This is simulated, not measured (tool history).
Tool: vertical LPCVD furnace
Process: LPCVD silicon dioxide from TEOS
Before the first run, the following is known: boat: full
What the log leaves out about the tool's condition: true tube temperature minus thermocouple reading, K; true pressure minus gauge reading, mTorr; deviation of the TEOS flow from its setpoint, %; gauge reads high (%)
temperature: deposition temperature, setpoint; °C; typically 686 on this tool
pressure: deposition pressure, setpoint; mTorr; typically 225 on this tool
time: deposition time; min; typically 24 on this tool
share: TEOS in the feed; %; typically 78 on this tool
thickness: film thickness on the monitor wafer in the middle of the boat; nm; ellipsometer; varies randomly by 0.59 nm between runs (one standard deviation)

run	hour	temperature	pressure	time	share	wafers since the last listed run	hours since the last temperature calibration	hours since the pressure gauge was zeroed	hours since the TEOS flow controller was replaced	hours since the gauge calibration	read-back reference wafer on the same gauge, thickness	thickness
1	0	686	225	24	78	0	1503.4	4182.2	2960.8	433.9	115.02	113.22
2	288.9	686	225	24	78	4422	1792.3	4471.1	3249.7	722.8	115.14	112.81
3	336.3	686	225	24	78	725	1839.7	4518.5	3297.1	770.2	115.1	114.3
4	414.7	686	225	24	78	1200	1918.1	4596.9	3375.5	848.6	114.98	114.88
5	477.4	686	225	24	78	959	1980.8	4659.6	3438.2	911.3	115.14	114.04
6	568.8	686	225	24	78	1399	2072.2	4751	3529.6	1002.7	114.95	115.41
7	624	686	225	24	78	845	2127.4	4806.2	3584.8	1057.9	114.95	114.44
8	711.7	686	225	24	78	1342	2215.1	4893.9	3672.5	1145.6	115.08	115.49
9	812.9	686	225	24	78	1549	2316.3	4995.1	3773.7	1246.8	114.9	115.28
# hour 846.4: TEOS flow controller replaced
10	865.1	686	225	24	78	431	2368.5	5047.3	18.7	1299	115.07	115.19
# hour 905.6: pressure gauge zeroed
11	954.6	686	225	24	78	1002	2458	49	108.2	1388.5	114.98	115.29
# hour 987.2: gauge calibrated
12	1000.1	686	280	24	84	696	2503.5	94.5	153.7	12.9	115.04	133.71
13	1079.2	686	225	16.5	78	1210	2582.6	173.6	232.8	92	115.1	79.29
14	1126.4	676	225	24	65	722	2629.8	220.8	280	139.2	115	83.72
15	1171	686	225	24	78	682	2674.4	265.4	324.6	183.8	114.89	116.19
16	1230.4	697	280	19	87	909	2733.8	324.8	384	243.2	115.01	140.65
17	1318.3	686	225	24	92	1345	2821.7	412.7	471.9	331.1	115.02	126.83
18	1404.6	686	225	24	78	1321	2908	499	558.2	417.4	114.98	117.01
19	1466.4	677	225	24	65	946	2969.8	560.8	620	479.2	115	85.84

Predict the results of run 20:
20	1569.2	674	175	30.5	71	1573	3072.6	663.6	722.8	582	?	?

read-back reference wafer on the same gauge, thickness: 115.04
thickness: 93.73 nm
If the tool had no hidden condition, the same run with the same run-to-run variation would have returned thickness 88.51 nm.
